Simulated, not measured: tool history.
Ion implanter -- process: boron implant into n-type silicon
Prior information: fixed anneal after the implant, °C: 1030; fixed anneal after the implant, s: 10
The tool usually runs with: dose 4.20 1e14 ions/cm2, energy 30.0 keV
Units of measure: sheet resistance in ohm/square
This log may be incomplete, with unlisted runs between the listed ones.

run	hour	dose	energy	wafers since the last listed run	hours since the last dose calibration	hours since the extraction supply was calibrated	hours since the gauge calibration	read-back reference wafer on the same gauge, sheet resistance	sheet resistance
1	0.0	4.20	30.0	0	950.7	3931.6	1.8	286.99	248.44
2	10.9	4.20	30.0	230	961.6	3942.5	12.7	286.93	248.14
3	28.1	4.20	30.0	363	978.8	3959.7	29.9	287.08	247.06
4	35.3	4.20	30.0	152	986.0	3966.9	37.1	286.92	248.23
5	52.3	4.20	30.0	359	1003.0	3983.9	54.1	287.14	246.80
6	67.8	4.20	26.5	327	1018.5	3999.4	69.6	287.02	250.79
7	84.5	4.20	26.5	352	1035.2	4016.1	86.3	286.95	251.10
8	93.3	3.67	30.0	185	1044.0	4024.9	95.1	287.07	275.48
9	108.4	3.67	30.0	319	1059.1	4040.0	110.2	286.99	275.51
10	118.2	4.20	30.0	207	1068.9	4049.8	120.0	287.04	246.62
11	132.5	5.18	30.0	302	1083.2	4064.1	134.3	287.06	207.27
12	150.4	5.18	30.0	378	1101.1	4082.0	152.2	287.16	206.33
# hour 161.6: gauge calibrated
# hour 169.1: Faraday cup replaced and dose calibrated
13	169.6	4.72	26.5	236	0.5	4101.2	8.0	287.16	234.91
14	181.6	4.95	23.5	253	12.5	4113.2	20.0	287.08	229.56
15	188.9	4.59	35.0	154	19.8	4120.5	27.3	287.25	232.47
16	197.8	4.20	30.0	188	28.7	4129.4	36.2	286.91	254.56
17	210.3	2.95	36.0	264	41.2	4141.9	48.7	286.91	331.00
18	217.6	3.67	30.0	154	48.5	4149.2	56.0	287.26	284.07
19	229.0	4.91	27.0	240	59.9	4160.6	67.4	286.93	227.06
# hour 248.0: extraction supply calibrated
20	248.5	4.90	25.5	242	79.4	0.5	86.9	286.99	227.47
21	257.0	3.16	36.5	179	87.9	9.0	95.4	286.80	314.02
22	263.1	4.20	30.0	128	94.0	15.1	101.5	286.92	254.58
23	273.3	3.49	40.5	215	104.2	25.3	111.7	287.09	285.96
24	310.1	4.91	35.5	777	141.0	62.1	148.5	286.93	220.28

Hidden condition of the tool, last listed run before each entry between runs versus first listed run after:
Between runs 12 and 13: gauge calibrated (hour 161.6); Faraday cup replaced and dose calibrated (hour 169.1)
  deviation of the true dose from the Faraday cup's reading, %: 3.85 -> -0.544
  measured minus no-state result, sheet resistance: -6.54 -> +1.04 ohm/square
Between runs 19 and 20: extraction supply calibrated (hour 248.0)
  deviation of the true dose from the Faraday cup's reading, %: -0.531 -> -0.52
  measured minus no-state result, sheet resistance: +0.99 -> +0.97 ohm/square
